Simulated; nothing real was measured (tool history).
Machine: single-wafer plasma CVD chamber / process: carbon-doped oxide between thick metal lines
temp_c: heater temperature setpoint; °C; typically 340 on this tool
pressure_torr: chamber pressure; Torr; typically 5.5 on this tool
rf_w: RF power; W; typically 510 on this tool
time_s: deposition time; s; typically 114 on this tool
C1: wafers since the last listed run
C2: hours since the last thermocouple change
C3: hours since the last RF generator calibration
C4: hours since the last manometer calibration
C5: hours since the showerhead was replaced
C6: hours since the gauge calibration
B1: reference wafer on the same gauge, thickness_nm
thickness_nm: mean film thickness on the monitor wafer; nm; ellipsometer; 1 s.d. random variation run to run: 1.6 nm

run 1 hour=0 | temp_c=340 pressure_torr=5.5 rf_w=510 time_s=114 | C1=0 C2=2057 C3=1147.8 C4=1035.7 C5=2169.8 C6=15.7 | B1=640.323 | thickness_nm=574.429
run 2 hour=57.4 | temp_c=340 pressure_torr=5.5 rf_w=510 time_s=114 | C1=923 C2=2114.4 C3=1205.2 C4=1093.1 C5=2227.2 C6=73.1 | B1=639.903 | thickness_nm=577.133
run 3 hour=115.8 | temp_c=340 pressure_torr=5.5 rf_w=510 time_s=114 | C1=939 C2=2172.8 C3=1263.6 C4=1151.5 C5=2285.6 C6=131.5 | B1=639.961 | thickness_nm=576.287
run 4 hour=302.8 | temp_c=340 pressure_torr=5.9 rf_w=510 time_s=114 | C1=3007 C2=2359.8 C3=1450.6 C4=1338.5 C5=2472.6 C6=318.5 | B1=639.673 | thickness_nm=579.854
run 5 hour=374.9 | temp_c=340 pressure_torr=5.9 rf_w=510 time_s=114 | C1=1159 C2=2431.9 C3=1522.7 C4=1410.6 C5=2544.7 C6=390.6 | B1=639.897 | thickness_nm=579.804
run 6 hour=438.3 | temp_c=340 pressure_torr=5.9 rf_w=510 time_s=114 | C1=1019 C2=2495.3 C3=1586.1 C4=1474 C5=2608.1 C6=454 | B1=640.163 | thickness_nm=580.479
run 7 hour=537 | temp_c=346 pressure_torr=5.5 rf_w=510 time_s=114 | C1=1587 C2=2594 C3=1684.8 C4=1572.7 C5=2706.8 C6=552.7 | B1=639.967 | thickness_nm=562.046
run 8 hour=590 | temp_c=346 pressure_torr=5.5 rf_w=510 time_s=114 | C1=852 C2=2647 C3=1737.8 C4=1625.7 C5=2759.8 C6=605.7 | B1=639.935 | thickness_nm=564.722
-- hour=648.6 capacitance manometer re-zeroed and calibrated
run 9 hour=693.9 | temp_c=340 pressure_torr=5.5 rf_w=510 time_s=114 | C1=1542 C2=2750.9 C3=1841.7 C4=45.3 C5=2863.7 C6=709.6 | B1=640.023 | thickness_nm=571.408
run 10 hour=734.4 | temp_c=340 pressure_torr=5.5 rf_w=510 time_s=114 | C1=651 C2=2791.4 C3=1882.2 C4=85.8 C5=2904.2 C6=750.1 | B1=640.12 | thickness_nm=574.132
run 11 hour=793.5 | temp_c=340 pressure_torr=5.5 rf_w=510 time_s=114 | C1=950 C2=2850.5 C3=1941.3 C4=144.9 C5=2963.3 C6=809.2 | B1=640.134 | thickness_nm=576.154
run 12 hour=854.5 | temp_c=340 pressure_torr=5.5 rf_w=510 time_s=114 | C1=981 C2=2911.5 C3=2002.3 C4=205.9 C5=3024.3 C6=870.2 | B1=640.083 | thickness_nm=576.663
run 13 hour=939.5 | temp_c=340 pressure_torr=4.3 rf_w=445 time_s=114 | C1=1367 C2=2996.5 C3=2087.3 C4=290.9 C5=3109.3 C6=955.2 | B1=640.167 | thickness_nm=517.779
-- hour=974.6 showerhead replaced
-- hour=997 thermocouple changed; heater temperature recalibrated
-- hour=1005.9 RF generator calibrated
run 14 hour=1020.6 | temp_c=340 pressure_torr=5.5 rf_w=510 time_s=114 | C1=918 C2=23.6 C3=14.7 C4=372 C5=46 C6=1036.3 | B1=640.244 | thickness_nm=590.384
-- hour=1045.1 gauge calibrated
run 15 hour=1076.2 | temp_c=355 pressure_torr=4.76 rf_w=575 time_s=114 | C1=894 C2=79.2 C3=70.3 C4=427.6 C5=101.6 C6=31.1 | B1=640.192 | thickness_nm=579.056
run 16 hour=1136.2 | temp_c=340 pressure_torr=5.5 rf_w=510 time_s=103 | C1=964 C2=139.2 C3=130.3 C4=487.6 C5=161.6 C6=91.1 | B1=640.353 | thickness_nm=529.187
run 17 hour=1220.1 | temp_c=355 pressure_torr=6.43 rf_w=425 time_s=135 | C1=1349 C2=223.1 C3=214.2 C4=571.5 C5=245.5 C6=175 | B1=640.359 | thickness_nm=619.417
run 18 hour=1271.6 | temp_c=340 pressure_torr=5.11 rf_w=460 time_s=103 | C1=828 C2=274.6 C3=265.7 C4=623 C5=297 C6=226.5 | B1=640.097 | thickness_nm=497.796
run 19 hour=1333.3 | temp_c=347 pressure_torr=5.5 rf_w=510 time_s=114 | C1=992 C2=336.3 C3=327.4 C4=684.7 C5=358.7 C6=288.2 | B1=639.862 | thickness_nm=571.154
run 20 hour=1385.8 | temp_c=340 pressure_torr=5.5 rf_w=555 time_s=120 | C1=844 C2=388.8 C3=379.9 C4=737.2 C5=411.2 C6=340.7 | B1=639.993 | thickness_nm=639.558
run 21 hour=1464.1 | temp_c=340 pressure_torr=6.07 rf_w=510 time_s=114 | C1=1259 C2=467.1 C3=458.2 C4=815.5 C5=489.5 C6=419 | B1=640.139 | thickness_nm=590.319
run 22 hour=1554.1 | temp_c=336 pressure_torr=5.5 rf_w=410 time_s=114 | C1=1447 C2=557.1 C3=548.2 C4=905.5 C5=579.5 C6=509 | B1=639.686 | thickness_nm=527.529
run 23 hour=1607.2 | temp_c=340 pressure_torr=5.5 rf_w=600 time_s=123 | C1=854 C2=610.2 C3=601.3 C4=958.6 C5=632.6 C6=562.1 | B1=639.919 | thickness_nm=677.361

Alternative continuations, all from the tool just after run 23; predict every row:
run A hour=1607.6 | temp_c=340 pressure_torr=5.5 rf_w=435 time_s=114 | C1=6 C2=610.6 C3=601.7 C4=959 C5=633 C6=562.5 | B1=? | thickness_nm=?
run B hour=1607.6 | temp_c=332 pressure_torr=5.5 rf_w=510 time_s=114 | C1=6 C2=610.6 C3=601.7 C4=959 C5=633 C6=562.5 | B1=? | thickness_nm=?
run C hour=1607.6 | temp_c=340 pressure_torr=5.5 rf_w=455 time_s=114 | C1=6 C2=610.6 C3=601.7 C4=959 C5=633 C6=562.5 | B1=? | thickness_nm=?

run=A B1=640.137 thickness_nm=538.644
run=B B1=640.137 thickness_nm=596.716
run=C B1=640.137 thickness_nm=550.408
Stripped of hidden state, with their random variation kept, the same runs would have yielded:
run=A thickness_nm=542.769
run=B thickness_nm=601.774
run=C thickness_nm=554.623

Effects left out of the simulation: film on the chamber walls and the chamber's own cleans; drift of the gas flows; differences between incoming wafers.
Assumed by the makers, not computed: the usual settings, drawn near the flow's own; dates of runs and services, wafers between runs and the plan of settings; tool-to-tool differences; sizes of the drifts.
